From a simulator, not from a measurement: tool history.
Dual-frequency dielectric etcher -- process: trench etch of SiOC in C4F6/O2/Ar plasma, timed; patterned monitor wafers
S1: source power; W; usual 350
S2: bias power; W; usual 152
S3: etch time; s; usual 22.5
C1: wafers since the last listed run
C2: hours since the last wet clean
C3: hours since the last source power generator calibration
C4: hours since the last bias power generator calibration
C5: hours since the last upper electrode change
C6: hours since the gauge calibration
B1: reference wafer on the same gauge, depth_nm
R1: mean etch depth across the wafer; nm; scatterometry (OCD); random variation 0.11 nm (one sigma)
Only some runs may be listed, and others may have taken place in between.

Run 1, hour 0.0: usual settings; C1 0; C2 542.5; C3 1153.9; C4 2732.2; C5 2036.2; C6 680.2; B1 32.29. Result: R1 37.82 nm.
At hour 14.3: wet clean of the chamber.
Run 2, hour 168.8: usual settings but S3 24.0 s; C1 2550; C2 154.5; C3 1322.7; C4 2901.0; C5 2205.0; C6 849.0; B1 32.32. Result: R1 41.50 nm.
Run 3, hour 269.9: usual settings; C1 1669; C2 255.6; C3 1423.8; C4 3002.1; C5 2306.1; C6 950.1; B1 32.31. Result: R1 38.64 nm.
Run 4, hour 359.6: usual settings but S3 24.5 s; C1 1481; C2 345.3; C3 1513.5; C4 3091.8; C5 2395.8; C6 1039.8; B1 32.32. Result: R1 41.61 nm.
Run 5, hour 398.0: usual settings; C1 634; C2 383.7; C3 1551.9; C4 3130.2; C5 2434.2; C6 1078.2; B1 32.31. Result: R1 38.16 nm.
Run 6, hour 446.0: usual settings but S3 19.5 s; C1 792; C2 431.7; C3 1599.9; C4 3178.2; C5 2482.2; C6 1126.2; B1 32.31. Result: R1 32.88 nm.
At hour 483.8: gauge calibrated.
At hour 502.7: source power generator calibrated.
Run 7, hour 509.9: usual settings but S3 19.5 s; C1 989; C2 495.6; C3 7.2; C4 3242.1; C5 2546.1; C6 26.1; B1 32.29. Result: R1 33.50 nm.

Forecast run 8:
At hour 584.4: wet clean of the chamber.
Run 8, hour 584.9: usual settings; C1 842; C2 0.5; C3 82.2; C4 3317.1; C5 2621.1; C6 101.1; B1 ?. Result: R1 ?.

B1: 32.30
R1: 39.71 nm
Without the tool's hidden state the same run would have given R1 39.56 nm.
